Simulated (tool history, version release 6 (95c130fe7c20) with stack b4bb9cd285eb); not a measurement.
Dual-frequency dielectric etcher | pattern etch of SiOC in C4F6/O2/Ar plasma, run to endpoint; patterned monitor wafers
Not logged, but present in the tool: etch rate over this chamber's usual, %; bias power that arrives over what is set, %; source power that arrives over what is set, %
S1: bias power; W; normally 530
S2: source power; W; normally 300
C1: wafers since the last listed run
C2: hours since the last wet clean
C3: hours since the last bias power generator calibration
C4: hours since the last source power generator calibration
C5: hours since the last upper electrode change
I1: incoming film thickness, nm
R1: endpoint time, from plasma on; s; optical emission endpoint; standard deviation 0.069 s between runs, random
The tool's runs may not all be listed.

run,hour,S1,S2,C1,C2,C3,C4,C5,I1,R1
1,0.0,530,300,0,103.8,2066.4,1937.0,6022.5,38.53,15.1
2,6.7,530,300,96,110.5,2073.1,1943.7,6029.2,38.95,15.2
3,15.5,530,300,126,119.3,2081.9,1952.5,6038.0,38.75,15.2
4,21.5,530,330,86,125.3,2087.9,1958.5,6044.0,38.45,14.7
5,36.1,530,300,210,139.9,2102.5,1973.1,6058.6,38.60,15.3
6,50.6,530,300,208,154.4,2117.0,1987.6,6073.1,39.05,15.4
7,87.5,530,300,531,191.3,2153.9,2024.5,6110.0,39.04,15.5
8,97.6,530,300,145,201.4,2164.0,2034.6,6120.1,38.85,15.4
9,107.6,492,300,144,211.4,2174.0,2044.6,6130.1,39.02,15.8
10,121.6,492,300,201,225.4,2188.0,2058.6,6144.1,38.90,15.8
11,136.3,621,330,211,240.1,2202.7,2073.3,6158.8,38.54,14.1
12,152.8,621,330,237,256.6,2219.2,2089.8,6175.3,38.60,14.1
13,169.8,561,350,244,273.6,2236.2,2106.8,6192.3,38.62,14.5
14,184.5,561,350,211,288.3,2250.9,2121.5,6207.0,38.57,14.5
15,196.4,561,350,171,300.2,2262.8,2133.4,6218.9,38.54,14.4
16,217.3,530,300,301,321.1,2283.7,2154.3,6239.8,38.43,15.7
17,227.2,530,300,142,331.0,2293.6,2164.2,6249.7,38.73,15.6
18,238.2,530,300,158,342.0,2304.6,2175.2,6260.7,38.51,15.6
19,254.9,637,260,240,358.7,2321.3,2191.9,6277.4,38.89,15.1
20,263.1,483,260,118,366.9,2329.5,2200.1,6285.6,38.58,16.8
21,271.6,650,360,122,375.4,2338.0,2208.6,6294.1,38.60,13.8
22,288.8,488,370,247,392.6,2355.2,2225.8,6311.3,38.50,15.3
23,295.2,530,300,92,399.0,2361.6,2232.2,6317.7,38.24,15.6
# hour 305.2: bias power generator calibrated
# hour 320.9: source power generator calibrated
# hour 322.0: upper electrode replaced
# hour 335.8: wet clean of the chamber
24,336.3,599,300,262,0.5,31.1,15.4,14.3,38.98,14.2
25,336.6,641,300,4,0.8,31.4,15.7,14.6,38.96,14.0
26,336.9,457,360,4,1.1,31.7,16.0,14.9,38.67,14.9
27,337.5,604,300,8,1.7,32.3,16.6,15.5,38.22,14.1
28,352.4,650,330,214,16.6,47.2,31.5,30.4,38.63,13.4
29,361.0,480,340,123,25.2,55.8,40.1,39.0,38.50,15.0
30,372.8,420,230,170,37.0,67.6,51.9,50.8,38.54,17.4
31,381.0,420,300,118,45.2,75.8,60.1,59.0,38.79,16.3
32,395.5,407,370,208,59.7,90.3,74.6,73.5,39.12,15.7
33,411.0,530,300,223,75.2,105.8,90.1,89.0,38.84,15.1
34,420.7,592,240,139,84.9,115.5,99.8,98.7,38.80,15.4

State the hidden condition of the tool at each of the runs:
bias power that arrives over what is set, %: 0 on each run
source power that arrives over what is set, %: 0 on each run
H1: etch rate over this chamber's usual, %
run,H1
1,-1.61
2,-1.69
3,-1.81
4,-1.88
5,-2.07
6,-2.25
7,-2.72
8,-2.85
9,-2.98
10,-3.16
11,-3.35
12,-3.56
13,-3.77
14,-3.96
15,-4.11
16,-4.38
17,-4.5
18,-4.64
19,-4.86
20,-4.96
21,-5.07
22,-5.29
23,-5.37
24,0.241
25,0.237
26,0.233
27,0.225
28,0.0355
29,-0.0741
30,-0.224
31,-0.329
32,-0.514
33,-0.711
34,-0.835
